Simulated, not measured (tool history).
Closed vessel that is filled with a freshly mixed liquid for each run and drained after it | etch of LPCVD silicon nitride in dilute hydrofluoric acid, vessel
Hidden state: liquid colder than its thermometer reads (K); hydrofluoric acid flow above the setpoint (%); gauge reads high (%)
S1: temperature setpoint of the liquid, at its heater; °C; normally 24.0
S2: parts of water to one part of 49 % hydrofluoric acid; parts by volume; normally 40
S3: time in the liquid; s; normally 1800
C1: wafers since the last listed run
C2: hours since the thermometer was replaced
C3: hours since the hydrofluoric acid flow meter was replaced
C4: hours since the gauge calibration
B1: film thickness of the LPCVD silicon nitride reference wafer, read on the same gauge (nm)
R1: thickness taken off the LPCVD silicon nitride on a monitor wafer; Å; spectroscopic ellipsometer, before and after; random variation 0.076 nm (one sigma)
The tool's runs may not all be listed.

run	day	S1	S2	S3	C1	C2	C3	C4	B1	R1
1	0.000	27.5	40	1800	0	1477.0	1254.7	9.4	99.99	220.4
2	0.579	27.5	40	1800	347	1490.9	1268.6	23.3	100.03	219.8
3	1.329	24.0	35	1800	449	1508.9	1286.6	41.3	100.01	197.3
4	1.938	24.0	40	1385	364	1523.5	1301.2	55.9	100.01	133.2
5	2.354	24.0	40	1385	249	1533.5	1311.2	65.9	100.03	132.4
6	2.633	24.0	40	1385	167	1540.2	1317.9	72.6	99.96	133.1
# day 3.175: gauge calibrated
7	3.354	24.0	30	2185	431	1557.5	1335.2	4.3	99.98	275.4
8	3.638	24.0	40	2375	169	1564.3	1342.0	11.1	100.01	226.4
9	4.092	26.5	45	1415	272	1575.2	1352.9	22.0	99.97	143.1
# day 4.296: thermometer replaced
# day 4.308: hydrofluoric acid flow meter replaced
10	4.458	26.0	55	1800	185	3.9	3.6	30.8	99.98	171.5
11	4.950	24.0	30	2320	294	15.7	15.4	42.6	100.01	347.8
12	5.700	24.0	55	2725	449	33.7	33.4	60.6	99.96	226.5
13	6.075	27.5	25	2300	224	42.7	42.4	69.6	99.97	525.8
14	6.596	26.5	45	1415	312	55.2	54.9	82.1	100.00	169.8

Take each entry between the runs: how does the hidden state at the last listed run before it differ from the hidden state at the first listed run after it?
In the gap between runs 6 and 7: gauge calibrated (day 3.175)
  liquid colder than its thermometer reads (K): 2.65 -> 2.68
  measured value less the no-hidden-state value, R1: -26.5 -> -55.8 Å
In the gap between runs 9 and 10: thermometer replaced (day 4.296); hydrofluoric acid flow meter replaced (day 4.308)
  liquid colder than its thermometer reads (K): 2.71 -> 0.0659
  measured value less the no-hidden-state value, R1: -28.5 -> -0.8 Å
